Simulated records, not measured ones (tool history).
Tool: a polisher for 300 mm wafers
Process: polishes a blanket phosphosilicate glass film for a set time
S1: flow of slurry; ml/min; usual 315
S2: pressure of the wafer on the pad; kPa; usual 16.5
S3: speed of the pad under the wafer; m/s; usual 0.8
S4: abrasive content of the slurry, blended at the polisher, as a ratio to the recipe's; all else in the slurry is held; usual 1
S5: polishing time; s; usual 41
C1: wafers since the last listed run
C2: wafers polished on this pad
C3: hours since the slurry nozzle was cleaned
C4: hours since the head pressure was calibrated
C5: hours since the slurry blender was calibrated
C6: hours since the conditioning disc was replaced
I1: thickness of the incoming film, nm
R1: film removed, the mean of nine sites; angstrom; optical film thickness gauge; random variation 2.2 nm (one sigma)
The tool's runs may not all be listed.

Run 1, hour 0: usual settings; C1 0; C2 6126; C3 216.9; C4 35.8; C5 133.7; C6 446.2; I1 2633.8. Result: R1 1724 angstrom.
At hour 16.6: conditioning disc replaced and pad reconditioned.
Run 2, hour 55.6: usual settings but S2 12.4 kPa; C1 656; C2 6782; C3 272.5; C4 91.4; C5 189.3; C6 39; I1 2651.8. Result: R1 1317 angstrom.
At hour 62.7: worn pad replaced by a new one.
Run 3, hour 79.9: usual settings but S2 12.4 kPa; C1 248; C2 210; C3 296.8; C4 115.7; C5 213.6; C6 63.3; I1 2613.1. Result: R1 1300 angstrom.
Run 4, hour 117.5: usual settings but S2 14.5 kPa, S4 1.15; C1 460; C2 671; C3 334.4; C4 153.3; C5 251.2; C6 100.9; I1 2630.9. Result: R1 1617 angstrom.
Run 5, hour 171.3: usual settings but S1 230 ml/min, S4 0.85; C1 658; C2 1329; C3 388.2; C4 207.1; C5 305; C6 154.7; I1 2700.7. Result: R1 1563 angstrom.
Run 6, hour 217: usual settings; C1 559; C2 1889; C3 433.9; C4 252.8; C5 350.7; C6 200.4; I1 2633.6. Result: R1 1745 angstrom.
Run 7, hour 261.2: usual settings but S2 15.2 kPa, S4 1.1, S5 31 s; C1 541; C2 2430; C3 478.1; C4 297; C5 394.9; C6 244.6; I1 2672.2. Result: R1 1289 angstrom.
Run 8, hour 311.4: usual settings but S3 1.08 m/s, S4 1.25; C1 614; C2 3045; C3 528.3; C4 347.2; C5 445.1; C6 294.8; I1 2676.4. Result: R1 2315 angstrom.
Run 9, hour 374.5: usual settings but S1 405 ml/min, S4 0.8; C1 772; C2 3817; C3 591.4; C4 410.3; C5 508.2; C6 357.9; I1 2651.2. Result: R1 1627 angstrom.
At hour 402.3: slurry blender recalibrated.
Run 10, hour 410.7: usual settings but S1 280 ml/min, S2 17.9 kPa, S4 1.15, S5 53 s; C1 418; C2 4236; C3 627.6; C4 446.5; C5 8.4; C6 394.1; I1 2654.9. Result: R1 2525 angstrom.
Run 11, hour 477.9: usual settings but S1 405 ml/min, S5 31 s; C1 822; C2 5059; C3 694.8; C4 513.7; C5 75.6; C6 461.3; I1 2620.8. Result: R1 1354 angstrom.
At hour 536.4: conditioning disc replaced and pad reconditioned.
Run 12, hour 547.5: usual settings but S1 375 ml/min, S3 1.02 m/s; C1 827; C2 5886; C3 764.4; C4 583.3; C5 145.2; C6 11.1; I1 2618.7. Result: R1 2054 angstrom.
At hour 565.1: worn pad replaced by a new one.
Run 13, hour 619.2: usual settings but S1 380 ml/min, S5 52 s; C1 828; C2 662; C3 836.1; C4 655; C5 216.9; C6 82.8; I1 2662.1. Result: R1 2286 angstrom.
At hour 625.5: slurry nozzle cleaned.
Run 14, hour 686.7: usual settings; C1 814; C2 1476; C3 61.2; C4 722.5; C5 284.4; C6 150.3; I1 2675.2. Result: R1 1892 angstrom.
Run 15, hour 734.3: usual settings but S1 360 ml/min, S2 21.4 kPa; C1 582; C2 2059; C3 108.8; C4 770.1; C5 332; C6 197.9; I1 2662.2. Result: R1 2441 angstrom.
Run 16, hour 802.8: usual settings but S5 34 s; C1 838; C2 2898; C3 177.3; C4 838.6; C5 400.5; C6 266.4; I1 2656.6. Result: R1 1560 angstrom.
Run 17, hour 857.4: usual settings but S2 14.5 kPa, S5 33 s; C1 668; C2 3566; C3 231.9; C4 893.2; C5 455.1; C6 321; I1 2666.6. Result: R1 1308 angstrom.
Run 18, hour 883.8: usual settings but S1 410 ml/min; C1 323; C2 3890; C3 258.3; C4 919.6; C5 481.5; C6 347.4; I1 2702.6. Result: R1 1895 angstrom.
At hour 913.6: slurry blender recalibrated.
At hour 1009.6: worn pad replaced by a new one.
Run 19, hour 1053.1: usual settings but S1 275 ml/min, S4 1.3; C1 1999; C2 532; C3 427.6; C4 1088.9; C5 139.5; C6 516.7; I1 2677.2. Result: R1 2099 angstrom.
At hour 1067.4: conditioning disc replaced and pad reconditioned.
At hour 1068.2: head pressure recalibrated.
Run 20, hour 1226.5: usual settings but S2 15.2 kPa, S4 1.1, S5 31 s; C1 2088; C2 2621; C3 601; C4 158.3; C5 312.9; C6 159.1; I1 2704.5. Result: R1 1278 angstrom.
Run 21, hour 1277.5: usual settings but S1 240 ml/min, S2 19.3 kPa; C1 624; C2 3246; C3 652; C4 209.3; C5 363.9; C6 210.1; I1 2643.2. Result: R1 1979 angstrom.
Run 22, hour 1313.3: usual settings but S1 395 ml/min, S2 12.4 kPa; C1 438; C2 3684; C3 687.8; C4 245.1; C5 399.7; C6 245.9; I1 2642.9. Result: R1 1377 angstrom.
Run 23, hour 1381.7: usual settings but S1 405 ml/min, S4 0.8; C1 837; C2 4521; C3 756.2; C4 313.5; C5 468.1; C6 314.3; I1 2662.2. Result: R1 1675 angstrom.
Run 24, hour 1448.1: usual settings but S4 0.75; C1 812; C2 5334; C3 822.6; C4 379.9; C5 534.5; C6 380.7; I1 2684.2. Result: R1 1526 angstrom.
At hour 1465.1: worn pad replaced by a new one.
At hour 1479.6: slurry blender recalibrated.
Run 25, hour 1492.5: usual settings but S1 210 ml/min, S2 22.1 kPa, S4 0.85; C1 470; C2 310; C3 867; C4 424.3; C5 12.9; C6 425.1; I1 2685.4. Result: R1 2074 angstrom.

Forecast each of these 4 alternatives for the next run:
Run A, hour 1492.9: usual settings but S4 0.9; C1 4; C2 315; C3 867.4; C4 424.7; C5 13.3; C6 425.5; I1 2642.3. Result: R1 ?.
Run B, hour 1492.9: usual settings but S1 280 ml/min, S4 0.8; C1 4; C2 315; C3 867.4; C4 424.7; C5 13.3; C6 425.5; I1 2642.3. Result: R1 ?.
Run C, hour 1492.9: usual settings but S2 20 kPa, S3 1.04 m/s; C1 4; C2 315; C3 867.4; C4 424.7; C5 13.3; C6 425.5; I1 2642.3. Result: R1 ?.
Run D, hour 1492.9: usual settings but S2 20 kPa, S3 0.94 m/s; C1 4; C2 315; C3 867.4; C4 424.7; C5 13.3; C6 425.5; I1 2642.3. Result: R1 ?.

run    R1
  A  1705
  B  1591
  C  2523
  D  2373
Without the tool's hidden state the same runs would have given:
run    R1
  A  1795
  B  1685
  C  2656
  D  2498
